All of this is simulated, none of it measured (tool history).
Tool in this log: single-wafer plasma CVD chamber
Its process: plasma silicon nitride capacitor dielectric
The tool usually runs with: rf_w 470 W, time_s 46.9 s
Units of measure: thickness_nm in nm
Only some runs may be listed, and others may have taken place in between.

run,day,rf_w,time_s,wafers since the last listed run,hours since the last RF generator calibration,hours since the showerhead was replaced,hours since the gauge calibration,"read-back reference wafer on the same gauge, thickness_nm",thickness_nm
1,0.000,470,39.8,0,1260.7,5021.1,410.0,74.604,55.988
2,1.233,470,39.8,467,1290.3,5050.7,439.6,74.639,56.262
3,2.654,470,46.9,538,1324.4,5084.8,473.7,74.598,65.938
4,3.238,470,46.9,220,1338.4,5098.8,487.7,74.614,66.316
5,4.033,495,46.9,301,1357.5,5117.9,506.8,74.563,66.856
6,4.762,495,46.9,276,1375.0,5135.4,524.3,74.611,66.901
7,6.050,470,42.7,487,1405.9,5166.3,555.2,74.600,59.955
8,6.808,470,46.9,287,1424.1,5184.5,573.4,74.635,66.165
9,7.612,470,46.9,304,1443.4,5203.8,592.7,74.617,66.114
10,8.804,470,46.9,451,1472.0,5232.4,621.3,74.602,65.958
11,9.554,470,46.9,284,1490.0,5250.4,639.3,74.575,65.986
# day 10.146: gauge calibrated
12,10.325,470,46.9,291,1508.5,5268.9,4.3,74.582,65.832
13,11.288,470,46.9,364,1531.6,5292.0,27.4,74.549,65.960
14,12.775,470,46.9,563,1567.3,5327.7,63.1,74.609,66.164
15,13.454,525,56.1,257,1583.6,5344.0,79.4,74.597,81.529
16,14.271,520,46.9,309,1603.2,5363.6,99.0,74.596,67.722
17,15.429,470,46.9,438,1631.0,5391.4,126.8,74.599,65.900
# day 16.579: RF generator calibrated
18,16.771,470,55.1,381,4.6,5423.6,159.0,74.638,78.972
# day 17.942: showerhead replaced
19,17.962,440,46.9,325,33.2,0.5,187.6,74.557,66.006
20,18.833,550,49.4,329,54.1,21.4,208.5,74.594,73.957
21,20.217,430,42.8,523,87.3,54.6,241.7,74.613,59.744
22,23.733,530,46.9,1332,171.7,139.0,326.1,74.582,68.972
23,25.208,385,51.6,558,207.1,174.4,361.5,74.623,69.518
24,25.767,410,51.3,211,220.5,187.8,374.9,74.558,70.079
25,27.121,555,42.3,512,253.0,220.3,407.4,74.630,63.259
26,27.783,555,46.9,250,268.9,236.2,423.3,74.653,69.940
27,28.638,525,56.1,323,289.4,256.7,443.8,74.605,82.163
28,29.492,470,46.9,323,309.9,277.2,464.3,74.593,66.670

Same runs, no hidden state in the tool, same run-to-run variation:
Hidden conditions of the tool in this case: delivered RF power above the setpoint (%); gauge reads high (%).
run,thickness_nm
1,57.286
2,57.572
3,67.482
4,67.873
5,68.429
6,68.479
7,61.375
8,67.736
9,67.687
10,67.532
11,67.565
12,67.410
13,67.545
14,67.758
15,83.496
16,69.359
17,67.497
18,79.182
19,66.272
20,74.326
21,60.128
22,69.641
23,70.278
24,70.876
25,64.044
26,70.842
27,83.272
28,67.608
